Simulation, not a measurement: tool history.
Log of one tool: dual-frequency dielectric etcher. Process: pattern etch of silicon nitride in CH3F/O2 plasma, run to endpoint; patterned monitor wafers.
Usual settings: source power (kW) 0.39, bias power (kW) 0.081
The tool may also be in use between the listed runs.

run    hour  source power (kW)  bias power (kW)  incoming incoming film thickness, nm  endpoint time (s)
  1       0               0.39            0.081                                  96.2              104.7
  2    46.6               0.39            0.081                                  96.2                105
  3   116.9               0.39            0.081                                  96.3              105.4
  4   173.3               0.39            0.081                                  96.3              104.9
  5   225.8               0.39            0.081                                  95.4              103.9
  6   295.8               0.39            0.081                                    96              104.9
  7   342.3               0.39            0.081                                  96.4              104.9
  8   386.5               0.39            0.081                                  96.8              105.4
      412.9  -- upper electrode replaced
  9   449.8               0.39            0.081                                  96.7              105.6
      491.8  -- wet clean of the chamber
 10   499.5               0.39            0.086                                  95.7              101.8
 11   568.3               0.39            0.086                                  96.6              102.4
 12   622.1               0.39            0.086                                  95.4              101.4
 13   681.8               0.39            0.081                                  96.9              106.6
 14   714.8               0.39            0.081                                  96.3              105.5
 15   743.1               0.36            0.081                                  96.5              108.9
 16   792.3               0.39            0.074                                  97.3              111.7
 17     826                0.3            0.092                                    96              109.4
      862.9  -- bias power generator calibrated
      886.3  -- source power generator calibrated
 18   918.6               0.42            0.081                                  96.6              102.3
 19   980.5               0.39            0.071                                  96.7              112.9
 20  1015.4               0.39            0.081                                  95.9              104.6
     1070.9  -- wet clean of the chamber
 21  1071.4               0.31            0.101                                  96.3              102.7
 22  1132.2               0.39            0.076                                  97.1              109.8
 23  1156.6               0.44            0.064                                  96.1              112.7
 24  1225.3                0.3            0.097                                  96.8              106.8
 25  1260.2               0.39            0.081                                  96.2              105.4
 26    1290               0.39            0.087                                  96.6              101.3

Forecast each of these 5 alternatives for the next run:
  A  1290.5               0.39            0.081                                  96.8                  ?
  B  1290.5               0.43            0.067                                  96.8                  ?
  C  1290.5               0.47            0.062                                  96.8                  ?
  D  1290.5               0.49            0.063                                  96.8                  ?
  E  1290.5               0.31            0.087                                  96.8                  ?

run  endpoint time (s)
  A              106.5
  B              112.6
  C                113
  D              110.3
  E                112
Without the tool's hidden state the same runs would have given:
run  endpoint time (s)
  A              106.5
  B              112.6
  C                113
  D              110.3
  E                112
